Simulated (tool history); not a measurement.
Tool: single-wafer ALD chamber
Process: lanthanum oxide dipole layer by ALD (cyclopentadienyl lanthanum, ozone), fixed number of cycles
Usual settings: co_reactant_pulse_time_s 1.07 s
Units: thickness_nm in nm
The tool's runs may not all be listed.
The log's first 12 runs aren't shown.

run,hour,co_reactant_pulse_time_s,"read-back reference wafer on the same gauge, thickness_nm",thickness_nm
13,587.4,0.68,0.619,0.436
14,624.5,1.07,0.619,0.494
15,665.6,1.40,0.619,0.527
16,717.8,1.07,0.619,0.494
17,757.3,0.65,0.619,0.424
18,803.9,1.48,0.619,0.528
# hour 824.3: ozone generator serviced
19,918.5,1.20,0.619,0.528
20,963.1,0.74,0.619,0.472
21,1010.1,0.96,0.619,0.506
22,1073.9,1.23,0.619,0.533
23,1103.8,0.81,0.619,0.485
24,1162.7,1.47,0.619,0.550
25,1194.3,0.66,0.619,0.461
26,1243.6,1.18,0.619,0.526
# hour 1282.1: gauge calibrated
27,1288.4,0.83,0.619,0.488
28,1316.1,1.32,0.619,0.537
29,1366.5,0.84,0.619,0.487
30,1559.2,1.07,0.619,0.516
31,1597.2,0.92,0.619,0.500
32,1656.8,0.87,0.619,0.490
33,1809.3,0.85,0.619,0.487
34,1847.8,1.21,0.619,0.526

4 ways to go on from here, each from the tool as it stands after run 34. What would each give?
A,1848.2,0.93,?,?
B,1848.2,1.43,?,?
C,1848.2,0.90,?,?
D,1848.2,0.75,?,?

run,"read-back reference wafer on the same gauge, thickness_nm",thickness_nm
A,0.619,0.495
B,0.619,0.542
C,0.619,0.491
D,0.619,0.467
Without the tool's hidden state the same runs would have given:
run,thickness_nm
A,0.501
B,0.546
C,0.497
D,0.475
